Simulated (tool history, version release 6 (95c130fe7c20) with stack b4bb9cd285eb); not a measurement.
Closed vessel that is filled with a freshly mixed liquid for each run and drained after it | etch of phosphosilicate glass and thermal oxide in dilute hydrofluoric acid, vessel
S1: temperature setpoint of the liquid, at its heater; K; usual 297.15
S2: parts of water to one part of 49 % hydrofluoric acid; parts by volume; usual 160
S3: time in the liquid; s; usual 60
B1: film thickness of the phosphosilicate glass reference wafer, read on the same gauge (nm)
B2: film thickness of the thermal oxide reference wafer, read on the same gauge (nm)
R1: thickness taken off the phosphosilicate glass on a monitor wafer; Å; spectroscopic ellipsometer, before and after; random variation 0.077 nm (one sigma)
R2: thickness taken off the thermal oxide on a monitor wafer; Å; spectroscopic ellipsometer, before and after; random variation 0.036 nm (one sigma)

{"run": 1, "day": 0.0, "S1": 297.15, "S2": 160, "S3": 60, "B1": 139.98, "B2": 70.002, "R1": 365.3, "R2": 16.86}
{"run": 2, "day": 0.55, "S1": 297.15, "S2": 160, "S3": 60, "B1": 139.94, "B2": 70.005, "R1": 365.6, "R2": 16.07}
{"run": 3, "day": 1.162, "S1": 297.15, "S2": 160, "S3": 60, "B1": 140.05, "B2": 70.014, "R1": 363.4, "R2": 15.92}
{"run": 4, "day": 2.346, "S1": 297.15, "S2": 160, "S3": 60, "B1": 139.95, "B2": 69.988, "R1": 364.8, "R2": 16.49}
{"run": 5, "day": 3.021, "S1": 297.15, "S2": 160, "S3": 60, "B1": 140.04, "B2": 69.996, "R1": 365.0, "R2": 16.18}
{"run": 6, "day": 3.862, "S1": 297.15, "S2": 160, "S3": 60, "B1": 139.98, "B2": 70.015, "R1": 363.3, "R2": 16.4}
{"day": 4.404, "done": "gauge calibrated"}
{"run": 7, "day": 4.442, "S1": 297.15, "S2": 160, "S3": 60, "B1": 139.97, "B2": 70.002, "R1": 363.5, "R2": 15.66}
{"day": 4.592, "done": "hydrofluoric acid flow meter replaced"}
{"day": 5.212, "done": "thermometer replaced"}
{"run": 8, "day": 5.367, "S1": 297.15, "S2": 160, "S3": 60, "B1": 140.04, "B2": 69.995, "R1": 359.6, "R2": 16.29}
{"run": 9, "day": 6.588, "S1": 297.15, "S2": 115, "S3": 60, "B1": 139.98, "B2": 70.012, "R1": 527.0, "R2": 24.11}
{"run": 10, "day": 8.083, "S1": 297.15, "S2": 160, "S3": 60, "B1": 140.03, "B2": 70.016, "R1": 358.7, "R2": 15.17}
{"run": 11, "day": 8.95, "S1": 297.15, "S2": 160, "S3": 60, "B1": 140.04, "B2": 69.998, "R1": 358.3, "R2": 15.97}

The next listed run, before its measurement:
{"run": 12, "day": 9.667, "S1": 301.15, "S2": 130, "S3": 60, "B1": "?", "B2": "?", "R1": "?", "R2": "?"}

B1: 140.03
B2: 69.996
R1: 529.9 Å
R2: 23.63 Å
Without the tool's hidden state the same run would have given R1 532.1 Å, R2 23.73 Å.

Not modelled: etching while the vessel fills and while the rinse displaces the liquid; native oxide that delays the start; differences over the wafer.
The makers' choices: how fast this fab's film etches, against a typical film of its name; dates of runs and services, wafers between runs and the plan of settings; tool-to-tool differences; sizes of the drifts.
